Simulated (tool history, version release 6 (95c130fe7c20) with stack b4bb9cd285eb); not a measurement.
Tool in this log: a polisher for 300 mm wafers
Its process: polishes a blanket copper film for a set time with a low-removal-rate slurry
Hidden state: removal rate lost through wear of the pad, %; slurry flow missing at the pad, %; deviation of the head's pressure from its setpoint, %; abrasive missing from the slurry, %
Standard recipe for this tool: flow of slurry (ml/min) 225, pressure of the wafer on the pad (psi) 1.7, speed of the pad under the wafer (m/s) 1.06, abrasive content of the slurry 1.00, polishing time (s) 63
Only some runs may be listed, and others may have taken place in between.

| run | hour | flow of slurry (ml/min) | pressure of the wafer on the pad (psi) | speed of the pad under the wafer (m/s) | abrasive content of the slurry | polishing time (s) | wafers since the last listed run | wafers polished on this pad | hours since the slurry nozzle was cleaned | hours since the head pressure was calibrated | hours since the slurry blender was calibrated | incoming thickness of the incoming film, nm | film removed (angstrom) |
|---|---|---|---|---|---|---|---|---|---|---|---|---|---|
| 1 | 0.0 | 225 | 1.7 | 1.06 | 1.00 | 63 | 0 | 71 | 365.8 | 537.3 | 218.2 | 780.5 | 1004 |
| 2 | 16.9 | 225 | 1.7 | 1.06 | 1.00 | 63 | 180 | 251 | 382.7 | 554.2 | 235.1 | 778.1 | 996 |
| 3 | 25.5 | 225 | 1.7 | 1.06 | 1.00 | 63 | 92 | 343 | 391.3 | 562.8 | 243.7 | 767.6 | 990 |
| 4 | 34.2 | 225 | 1.7 | 1.06 | 1.00 | 63 | 93 | 436 | 400.0 | 571.5 | 252.4 | 771.7 | 987 |
| 5 | 46.3 | 225 | 1.7 | 1.06 | 1.00 | 63 | 129 | 566 | 412.1 | 583.6 | 264.5 | 779.1 | 973 |
| 6 | 55.4 | 225 | 1.7 | 1.06 | 1.00 | 63 | 97 | 663 | 421.2 | 592.7 | 273.6 | 784.7 | 977 |
| 7 | 65.3 | 225 | 1.7 | 1.06 | 1.00 | 63 | 105 | 769 | 431.1 | 602.6 | 283.5 | 763.9 | 989 |
| 8 | 71.8 | 225 | 1.7 | 1.06 | 1.00 | 63 | 69 | 839 | 437.6 | 609.1 | 290.0 | 760.4 | 971 |
| 9 | 85.0 | 225 | 1.7 | 1.06 | 1.00 | 63 | 141 | 980 | 450.8 | 622.3 | 303.2 | 765.3 | 974 |
|  | 97.9 | slurry blender recalibrated |
| 10 | 98.4 | 225 | 1.7 | 1.06 | 1.00 | 63 | 121 | 1102 | 464.2 | 635.7 | 0.5 | 756.7 | 973 |
| 11 | 102.7 | 225 | 1.7 | 1.06 | 1.00 | 63 | 46 | 1148 | 468.5 | 640.0 | 4.8 | 756.7 | 947 |
| 12 | 112.5 | 225 | 1.7 | 1.06 | 1.00 | 63 | 104 | 1253 | 478.3 | 649.8 | 14.6 | 771.4 | 973 |
|  | 116.9 | worn pad replaced by a new one |
|  | 122.4 | slurry nozzle cleaned |
| 13 | 122.9 | 225 | 1.7 | 1.06 | 1.00 | 63 | 57 | 53 | 0.5 | 660.2 | 25.0 | 771.3 | 1017 |
|  | 125.7 | head pressure recalibrated |
| 14 | 134.1 | 225 | 1.7 | 1.06 | 1.00 | 63 | 98 | 151 | 11.7 | 8.4 | 36.2 | 766.5 | 1160 |
| 15 | 147.5 | 150 | 2.0 | 1.44 | 1.00 | 79 | 143 | 294 | 25.1 | 21.8 | 49.6 | 765.5 | 2030 |
| 16 | 162.1 | 225 | 1.7 | 1.06 | 1.00 | 63 | 156 | 451 | 39.7 | 36.4 | 64.2 | 773.7 | 1130 |
| 17 | 176.1 | 165 | 1.1 | 1.18 | 1.00 | 69 | 149 | 600 | 53.7 | 50.4 | 78.2 | 779.0 | 841 |
| 18 | 191.2 | 205 | 1.7 | 1.26 | 1.10 | 79 | 161 | 762 | 68.8 | 65.5 | 93.3 | 758.4 | 1618 |
| 19 | 201.0 | 225 | 1.7 | 1.42 | 1.00 | 76 | 104 | 867 | 78.6 | 75.3 | 103.1 | 765.4 | 1718 |
| 20 | 215.9 | 190 | 1.7 | 1.06 | 0.75 | 63 | 159 | 1026 | 93.5 | 90.2 | 118.0 | 767.2 | 1062 |
| 21 | 226.9 | 225 | 1.7 | 0.70 | 0.90 | 63 | 117 | 1144 | 104.5 | 101.2 | 129.0 | 773.3 | 808 |
| 22 | 239.2 | 225 | 1.1 | 0.78 | 1.00 | 63 | 131 | 1276 | 116.8 | 113.5 | 141.3 | 783.4 | 565 |
| 23 | 246.3 | 225 | 1.5 | 1.06 | 0.90 | 49 | 75 | 1351 | 123.9 | 120.6 | 148.4 | 770.6 | 747 |

Branching from run 23: 3 alternative next runs. What would each branch give?
| A | 246.7 | 225 | 1.7 | 1.06 | 1.00 | 63 | 4 | 1356 | 124.3 | 121.0 | 148.8 | 770.4 | ? |
| B | 246.7 | 150 | 2.1 | 0.78 | 1.00 | 49 | 4 | 1356 | 124.3 | 121.0 | 148.8 | 770.4 | ? |
| C | 246.7 | 170 | 1.7 | 1.24 | 1.10 | 63 | 4 | 1356 | 124.3 | 121.0 | 148.8 | 770.4 | ? |

| run | film removed (angstrom) |
|---|---|
| A | 1118 |
| B | 815 |
| C | 1240 |
Without the tool's unlogged condition, the same runs would have read:
| run | film removed (angstrom) |
|---|---|
| A | 1177 |
| B | 863 |
| C | 1311 |
